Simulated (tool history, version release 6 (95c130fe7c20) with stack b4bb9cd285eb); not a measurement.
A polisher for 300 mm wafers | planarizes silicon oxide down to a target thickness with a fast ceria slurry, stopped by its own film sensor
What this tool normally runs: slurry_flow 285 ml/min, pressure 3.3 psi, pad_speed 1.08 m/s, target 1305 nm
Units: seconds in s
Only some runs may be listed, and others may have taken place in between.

run,hour,slurry_flow,pressure,pad_speed,target,wafers since the last listed run,wafers polished on this pad,hours since the slurry nozzle was cleaned,hours since the head pressure was calibrated,"incoming thickness of the incoming film, nm",seconds
1,0,285,3.3,1.08,1305,0,422,243.2,232,2457.2,59.7
# hour 41.1: worn pad replaced by a new one
2,50.4,285,3.3,1.08,1305,698,139,293.6,282.4,2481.3,60.2
3,57,285,3.3,1.08,1305,99,238,300.2,289,2474.6,59.6
4,63.8,285,4.3,1.08,1305,102,341,307,295.8,2431.9,48.7
5,75.8,285,4.3,1.08,1305,180,522,319,307.8,2459.5,50.2
6,88.4,285,4.3,1.08,1305,189,711,331.6,320.4,2503.1,51.9
7,96.5,285,4,1.08,1305,121,833,339.7,328.5,2451.3,53.5
8,104,285,3.3,1.08,1305,112,946,347.2,336,2499.9,63.1
9,116,285,3.3,1.08,1305,180,1127,359.2,348,2495.1,63.7
# hour 124.4: worn pad replaced by a new one
10,146.5,285,3.3,1.08,1305,399,332,389.7,378.5,2501.6,59.7
11,156.9,285,3.3,1.08,1305,156,489,400.1,388.9,2516,62.1
12,170.5,285,3.3,1.08,1305,204,694,413.7,402.5,2509.1,62.6
13,178.9,285,3.3,1.08,981,126,820,422.1,410.9,2514.9,78.4
14,189.5,285,4.3,1.08,919,159,980,432.7,421.5,2457,67.7
# hour 195.6: slurry nozzle cleaned
# hour 203.9: worn pad replaced by a new one
15,204.4,285,3.3,1.08,1305,149,7,8.8,436.4,2499.3,59.6
16,217,285,4,1.2,1305,189,197,21.4,449,2481.6,48.2
17,231.3,285,3.3,1.34,1305,215,412,35.7,463.3,2495.3,49.2
18,240.7,285,3.3,1.08,1305,141,554,45.1,472.7,2493.6,60
19,252.5,285,2.3,1.08,1305,177,731,56.9,484.5,2480,73.4
20,267.5,285,3.3,1.46,1414,225,957,71.9,499.5,2448.4,41.4
# hour 271: head pressure recalibrated
# hour 279: worn pad replaced by a new one
21,280.5,200,3.3,1.08,1705,105,22,84.9,9.5,2442.5,39.1
22,297.7,255,3,1.18,941,259,281,102.1,26.7,2419,75.4
23,305.9,285,3.3,0.96,1305,123,404,110.3,34.9,2508.5,70.6
24,318.2,285,2.3,1.08,1057,185,589,122.6,47.2,2491.5,91.6
25,331.7,285,3.9,1.08,1305,203,793,136.1,60.7,2486.9,56.5
26,344.4,285,3.9,1.08,1191,191,984,148.8,73.4,2465.8,62.1

Below are 4 alternative next runs, each starting from the tool's condition after run 26. Predict each:
A,344.8,230,3.3,1.08,1305,6,990,149.2,73.8,2468.9,?
B,344.8,225,3.9,1.22,1305,6,990,149.2,73.8,2468.9,?
C,344.8,310,3.3,0.7,1029,6,990,149.2,73.8,2468.9,?
D,344.8,285,2.8,1.08,1697,6,990,149.2,73.8,2468.9,?

run,seconds
A,64.2
B,52
C,113.8
D,46.1
The same runs, with their run-to-run variation unchanged, on a tool lacking any hidden condition would have given:
run,seconds
A,61.8
B,50
C,109.5
D,44.3
